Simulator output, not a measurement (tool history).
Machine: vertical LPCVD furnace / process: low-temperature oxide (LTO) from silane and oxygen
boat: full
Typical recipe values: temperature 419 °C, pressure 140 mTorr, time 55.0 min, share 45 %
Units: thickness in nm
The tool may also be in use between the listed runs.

run    hour  temperature  pressure  time  share  read-back reference wafer on the same gauge, thickness  thickness
  1     0.0          419       140  55.0     45                                                  458.16     519.93
  2    44.6          419       140  55.0     45                                                  458.48     519.43
  3   149.4          419       140  55.0     45                                                  458.01     520.69
  4   201.2          419       155  55.0     45                                                  458.03     575.88
  5   291.8          419       155  55.0     45                                                  457.59     577.38
  6   392.8          419       125  55.0     45                                                  458.25     467.60
  7   476.1          419       140  55.0     45                                                  458.52     520.64
      498.5  -- gauge calibrated
  8   555.4          419       140  55.0     45                                                  458.46     525.92
      637.5  -- pressure gauge zeroed
  9   638.0          419       140  55.0     45                                                  458.23     524.97
      662.6  -- silane flow controller replaced
 10   676.9          414       140  63.5     45                                                  458.08     576.99
 11   723.9          419       140  55.0     41                                                  457.93     480.73
 12   764.1          419       175  55.0     50                                                  457.47     718.95
 13   800.5          427       140  55.0     45                                                  457.91     567.34
 14   859.1          419       140  55.0     45                                                  458.52     529.83
 15   934.7          419       140  55.0     45                                                  457.83     525.94
 16  1005.2          431       115  55.0     50                                                  458.79     527.76
     1125.4  -- thermocouples replaced and temperature profile calibrated
 17  1125.9          419       150  55.0     45                                                  457.75     545.50
 18  1149.3          419       140  55.0     50                                                  457.85     559.15

What will run 19 give?
     1170.0  -- gauge calibrated
 19  1224.8          409       140  39.5     48                                                       ?          ?

Run 19 came out at read-back reference wafer on the same gauge, thickness 458.40, thickness 352.51 nm.
If the tool had no hidden condition, the same run with the same run-to-run variation would have returned thickness 351.88 nm.

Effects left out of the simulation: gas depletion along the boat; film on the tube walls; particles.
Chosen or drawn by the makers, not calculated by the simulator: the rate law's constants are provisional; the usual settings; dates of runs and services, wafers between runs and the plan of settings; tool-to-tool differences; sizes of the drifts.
